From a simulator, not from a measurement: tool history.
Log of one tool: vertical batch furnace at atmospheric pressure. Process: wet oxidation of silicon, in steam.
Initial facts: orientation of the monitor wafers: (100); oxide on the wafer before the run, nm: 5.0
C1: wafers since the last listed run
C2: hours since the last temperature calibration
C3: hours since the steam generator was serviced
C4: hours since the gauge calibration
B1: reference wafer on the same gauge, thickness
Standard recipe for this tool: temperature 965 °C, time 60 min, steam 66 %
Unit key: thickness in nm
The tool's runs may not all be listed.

Run 1, day 0: usual settings but temperature 977 °C; C1 0; C2 3022.3; C3 1234.5; C4 201.7; B1 225.82. Result: thickness 222.81 nm.
Run 2, day 0.704: usual settings but temperature 977 °C; C1 271; C2 3039.2; C3 1251.4; C4 218.6; B1 226.01. Result: thickness 221.08 nm.
Run 3, day 1.333: usual settings but temperature 959 °C; C1 242; C2 3054.3; C3 1266.5; C4 233.7; B1 225.9. Result: thickness 186.52 nm.
Run 4, day 2.075: usual settings but temperature 959 °C; C1 285; C2 3072.1; C3 1284.3; C4 251.5; B1 226.15. Result: thickness 186.07 nm.
Run 5, day 2.429: usual settings but time 83 min; C1 136; C2 3080.6; C3 1292.8; C4 260; B1 225.98. Result: thickness 251.9 nm.
Run 6, day 2.683: usual settings but time 83 min; C1 97; C2 3086.7; C3 1298.9; C4 266.1; B1 226.04. Result: thickness 254.21 nm.
Run 7, day 4.912: usual settings but temperature 982 °C; C1 858; C2 3140.2; C3 1352.4; C4 319.6; B1 225.79. Result: thickness 230.43 nm.
Run 8, day 5.654: usual settings but temperature 982 °C; C1 285; C2 3158; C3 1370.2; C4 337.4; B1 226.03. Result: thickness 230.84 nm.
Run 9, day 6.296: usual settings but temperature 982 °C; C1 247; C2 3173.4; C3 1385.6; C4 352.8; B1 225.89. Result: thickness 229.98 nm.
Run 10, day 7.367: usual settings; C1 412; C2 3199.1; C3 1411.3; C4 378.5; B1 225.97. Result: thickness 197.52 nm.
At day 8.879: gauge calibrated.
At day 9.104: thermocouples replaced and temperature profile calibrated.
Run 11, day 9.125: usual settings; C1 292; C2 0.5; C3 1453.5; C4 5.9; B1 225.92. Result: thickness 196.66 nm.
Run 12, day 9.304: usual settings; C1 69; C2 4.8; C3 1457.8; C4 10.2; B1 226.05. Result: thickness 196.88 nm.
Run 13, day 9.483: usual settings but steam 60 %; C1 69; C2 9.1; C3 1462.1; C4 14.5; B1 226.07. Result: thickness 180.91 nm.
Run 14, day 10.096: usual settings but steam 60 %; C1 235; C2 23.8; C3 1476.8; C4 29.2; B1 226.14. Result: thickness 181.92 nm.
Run 15, day 10.521: usual settings; C1 163; C2 34; C3 1487; C4 39.4; B1 226.03. Result: thickness 196.5 nm.
Run 16, day 11.15: usual settings; C1 242; C2 49.1; C3 1502.1; C4 54.5; B1 226.05. Result: thickness 196.37 nm.
Run 17, day 11.696: usual settings but temperature 973 °C; C1 210; C2 62.2; C3 1515.2; C4 67.6; B1 226. Result: thickness 210.54 nm.
Run 18, day 12.258: usual settings but temperature 978 °C; C1 216; C2 75.7; C3 1528.7; C4 81.1; B1 225.93. Result: thickness 222.81 nm.
Run 19, day 12.629: usual settings; C1 142; C2 84.6; C3 1537.6; C4 90; B1 225.91. Result: thickness 195.11 nm.
Run 20, day 12.917: usual settings but time 34 min; C1 110; C2 91.5; C3 1544.5; C4 96.9; B1 226.05. Result: thickness 123.93 nm.
At day 14.283: steam generator serviced.
Run 21, day 14.304: usual settings but temperature 975 °C, time 88.5 min, steam 61 %; C1 149; C2 124.8; C3 0.5; C4 130.2; B1 226.06. Result: thickness 287.86 nm.
Run 22, day 14.483: usual settings but temperature 952 °C; C1 69; C2 129.1; C3 4.8; C4 134.5; B1 226.08. Result: thickness 182.91 nm.

Expected results for the next run?
Run 23, day 14.821: usual settings but temperature 959 °C; C1 130; C2 137.2; C3 12.9; C4 142.6; B1 ?. Result: thickness ?.

Run 23 gave B1 226.04, thickness 196.92 nm.
Take away the tool's hidden state, keep the run-to-run variation as it was, and the same run would have given thickness 197.11 nm.

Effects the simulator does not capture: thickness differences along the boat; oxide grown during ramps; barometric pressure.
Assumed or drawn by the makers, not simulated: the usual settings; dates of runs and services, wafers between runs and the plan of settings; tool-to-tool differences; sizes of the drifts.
